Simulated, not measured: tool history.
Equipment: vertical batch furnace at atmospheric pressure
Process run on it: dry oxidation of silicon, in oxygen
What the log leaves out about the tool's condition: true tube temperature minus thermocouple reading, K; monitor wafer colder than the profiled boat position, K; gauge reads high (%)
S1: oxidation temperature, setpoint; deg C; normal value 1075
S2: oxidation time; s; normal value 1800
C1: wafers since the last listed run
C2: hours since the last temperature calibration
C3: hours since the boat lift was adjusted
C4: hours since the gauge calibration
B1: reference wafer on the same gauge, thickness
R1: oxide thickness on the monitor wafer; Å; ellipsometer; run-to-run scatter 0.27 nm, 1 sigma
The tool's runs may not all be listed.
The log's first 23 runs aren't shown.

| run | hour | S1 | S2 | C1 | C2 | C3 | C4 | B1 | R1 |
|---|---|---|---|---|---|---|---|---|---|
|  | 1702.0 | thermocouples replaced and temperature profile calibrated |
| 24 | 1746.1 | 1075 | 1800 | 1065 | 44.1 | 472.4 | 2718.7 | 60.21 | 612.6 |
| 25 | 1782.2 | 1095 | 2280 | 837 | 80.2 | 508.5 | 2754.8 | 60.19 | 813.5 |
| 26 | 1827.0 | 1084 | 2280 | 1039 | 125.0 | 553.3 | 2799.6 | 60.19 | 753.6 |
|  | 1913.4 | gauge calibrated |
| 27 | 2150.2 | 1056 | 960 | 7499 | 448.2 | 876.5 | 236.8 | 60.22 | 356.7 |
| 28 | 2289.4 | 1096 | 1410 | 3230 | 587.4 | 1015.7 | 376.0 | 60.22 | 608.5 |
| 29 | 2374.8 | 1053 | 2130 | 1981 | 672.8 | 1101.1 | 461.4 | 60.20 | 591.4 |
| 30 | 2439.5 | 1055 | 1560 | 1501 | 737.5 | 1165.8 | 526.1 | 60.18 | 484.6 |
| 31 | 2505.8 | 1075 | 2610 | 1538 | 803.8 | 1232.1 | 592.4 | 60.19 | 765.4 |
| 32 | 2558.0 | 1075 | 1800 | 1211 | 856.0 | 1284.3 | 644.6 | 60.25 | 604.1 |
| 33 | 2628.4 | 1063 | 1170 | 1633 | 926.4 | 1354.7 | 715.0 | 60.18 | 422.0 |

Forecast each of these 5 alternatives for the next run:
| A | 2632.1 | 1075 | 1800 | 85 | 930.1 | 1358.4 | 718.7 | ? | ? |
| B | 2632.1 | 1088 | 1170 | 85 | 930.1 | 1358.4 | 718.7 | ? | ? |
| C | 2632.1 | 1075 | 2310 | 85 | 930.1 | 1358.4 | 718.7 | ? | ? |
| D | 2632.1 | 1055 | 2550 | 85 | 930.1 | 1358.4 | 718.7 | ? | ? |
| E | 2632.1 | 1068 | 1170 | 85 | 930.1 | 1358.4 | 718.7 | ? | ? |

| run | B1 | R1 |
|---|---|---|
| A | 60.20 | 607.1 |
| B | 60.20 | 508.0 |
| C | 60.20 | 711.5 |
| D | 60.20 | 667.9 |
| E | 60.20 | 439.3 |
With no hidden state in the tool, these same runs would have given:
| run | R1 |
|---|---|
| A | 616.6 |
| B | 517.0 |
| C | 722.4 |
| D | 677.2 |
| E | 446.1 |
